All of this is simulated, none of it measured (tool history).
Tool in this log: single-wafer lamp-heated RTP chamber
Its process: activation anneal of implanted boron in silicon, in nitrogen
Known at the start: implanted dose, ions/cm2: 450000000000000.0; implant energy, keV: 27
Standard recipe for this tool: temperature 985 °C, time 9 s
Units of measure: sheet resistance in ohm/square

run,day,temperature,time,"read-back reference wafer on the same gauge, sheet resistance",sheet resistance
1,0,985,9,273.96,255.47
# day 2.658: reflector plate cleaned
2,2.892,985,9,273.89,256.61
# day 3.783: pyrometer window cleaned and pyrometer calibrated
3,6.608,985,9,273.87,255.94
4,9.517,985,9,274.12,255.9
5,13.775,985,9,273.87,255.62
# day 19.896: pyrometer window cleaned and pyrometer calibrated
6,21.542,1003,6,273.79,242.26
# day 22.712: reflector plate cleaned
7,24.492,961,9,273.86,298.03
8,27.758,961,9,273.85,299.03
9,32.117,977,9,273.86,266.26
10,34.621,977,9,273.95,267.47
# day 38.225: pyrometer window cleaned and pyrometer calibrated
# day 38.296: reflector plate cleaned
11,38.542,961,11,273.78,294.73
12,41.296,961,11,273.91,295.63
13,44.729,961,11,274.06,295.39
14,47.108,1013,7,274.15,238.82
# day 48.879: gauge calibrated
15,51.438,985,9,274.02,256.67
16,53.512,969,14,274.18,274.71
# day 55.771: pyrometer window cleaned and pyrometer calibrated
# day 56.396: reflector plate cleaned
17,57.892,964,12,273.94,285.69
18,61.779,993,9,273.97,249.29
19,63.854,985,9,274.05,254.57
20,68.238,972,5,273.95,279.28
21,70.988,1006,9,274.21,241.35
22,73.1,971,12,273.93,272.05
# day 76.1: pyrometer window cleaned and pyrometer calibrated
# day 76.304: reflector plate cleaned
23,77.092,985,14,274.19,253.76
24,78.988,985,5,273.79,260.3
25,82.125,985,9,274.04,257.77
26,86.017,962,9,273.92,295.88
27,88.729,985,7,274,259.18

Consider 3 possible next runs. They are alternatives, not a sequence: every one starts from the tool as it was left by run 27. What does each give?
A,88.746,985,9,?,?
B,88.746,1013,11,?,?
C,88.746,1004,12,?,?

run,"read-back reference wafer on the same gauge, sheet resistance",sheet resistance
A,274.09,258.4
B,274.09,240.22
C,274.09,242.93
Had the tool no hidden state, the same runs would have come out as:
run,sheet resistance
A,258.4
B,240.22
C,242.93
